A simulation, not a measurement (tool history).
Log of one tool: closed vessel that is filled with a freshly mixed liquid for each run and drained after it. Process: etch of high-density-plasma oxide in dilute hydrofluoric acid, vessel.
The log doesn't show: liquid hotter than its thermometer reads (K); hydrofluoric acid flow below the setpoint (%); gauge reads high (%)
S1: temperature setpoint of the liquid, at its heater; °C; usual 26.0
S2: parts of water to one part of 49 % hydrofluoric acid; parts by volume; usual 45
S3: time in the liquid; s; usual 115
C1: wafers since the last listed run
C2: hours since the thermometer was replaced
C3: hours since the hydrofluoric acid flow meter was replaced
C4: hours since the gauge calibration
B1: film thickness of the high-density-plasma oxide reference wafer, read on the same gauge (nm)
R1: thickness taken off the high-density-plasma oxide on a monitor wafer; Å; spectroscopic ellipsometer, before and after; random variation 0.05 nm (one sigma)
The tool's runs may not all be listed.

run 1 hour=0.0 | S1=26.0 S2=45 S3=115 | C1=0 C2=1925.4 C3=1625.6 C4=274.7 | B1=69.12 | R1=136.2
-- hour=11.3 gauge calibrated
run 2 hour=89.0 | S1=26.0 S2=45 S3=115 | C1=9644 C2=2014.4 C3=1714.6 C4=77.7 | B1=69.42 | R1=136.3
run 3 hour=102.7 | S1=26.0 S2=45 S3=115 | C1=1484 C2=2028.1 C3=1728.3 C4=91.4 | B1=69.35 | R1=135.0
run 4 hour=123.6 | S1=26.0 S2=45 S3=115 | C1=2264 C2=2049.0 C3=1749.2 C4=112.3 | B1=69.27 | R1=135.3
run 5 hour=139.1 | S1=26.0 S2=45 S3=115 | C1=1679 C2=2064.5 C3=1764.7 C4=127.8 | B1=69.29 | R1=135.4
-- hour=161.5 hydrofluoric acid flow meter replaced
run 6 hour=173.6 | S1=26.0 S2=45 S3=115 | C1=3630 C2=2099.0 C3=12.1 C4=162.3 | B1=69.13 | R1=135.2
run 7 hour=190.2 | S1=26.0 S2=50 S3=115 | C1=1798 C2=2115.6 C3=28.7 C4=178.9 | B1=69.18 | R1=120.7
run 8 hour=220.0 | S1=26.0 S2=45 S3=160 | C1=3229 C2=2145.4 C3=58.5 C4=208.7 | B1=69.07 | R1=188.6
run 9 hour=249.8 | S1=31.0 S2=65 S3=115 | C1=3229 C2=2175.2 C3=88.3 C4=238.5 | B1=69.08 | R1=110.7
run 10 hour=274.2 | S1=24.5 S2=45 S3=70 | C1=2644 C2=2199.6 C3=112.7 C4=262.9 | B1=69.01 | R1=77.2
-- hour=282.1 thermometer replaced
run 11 hour=297.4 | S1=24.5 S2=45 S3=70 | C1=2405 C2=15.3 C3=135.9 C4=286.1 | B1=69.03 | R1=77.0
-- hour=304.3 gauge calibrated
run 12 hour=317.7 | S1=26.0 S2=45 S3=115 | C1=2199 C2=35.6 C3=156.2 C4=13.4 | B1=69.72 | R1=136.1
run 13 hour=344.2 | S1=24.0 S2=40 S3=170 | C1=2871 C2=62.1 C3=182.7 C4=39.9 | B1=69.55 | R1=209.7
run 14 hour=362.4 | S1=26.0 S2=45 S3=115 | C1=1972 C2=80.3 C3=200.9 C4=58.1 | B1=69.49 | R1=136.7
run 15 hour=388.3 | S1=30.5 S2=65 S3=115 | C1=2806 C2=106.2 C3=226.8 C4=84.0 | B1=69.34 | R1=109.4

How the hidden state differs across the entries between the runs, from the last listed run before each to the first after it:
Between runs 1 and 2: gauge calibrated (hour 11.3)
  gauge reads high (%): -1.2 -> -0.847
  measured less the result without the state, R1: -1.7 -> -1.1 Å
Between runs 5 and 6: hydrofluoric acid flow meter replaced (hour 161.5)
  gauge reads high (%): -1.09 -> -1.2
  measured less the result without the state, R1: -1.5 -> -1.6 Å
Between runs 10 and 11: thermometer replaced (hour 282.1)
  gauge reads high (%): -1.38 -> -1.4
  measured less the result without the state, R1: -1.1 -> -1.1 Å
Between runs 11 and 12: gauge calibrated (hour 304.3)
  gauge reads high (%): -1.4 -> -0.36
  measured less the result without the state, R1: -1.1 -> -0.4 Å
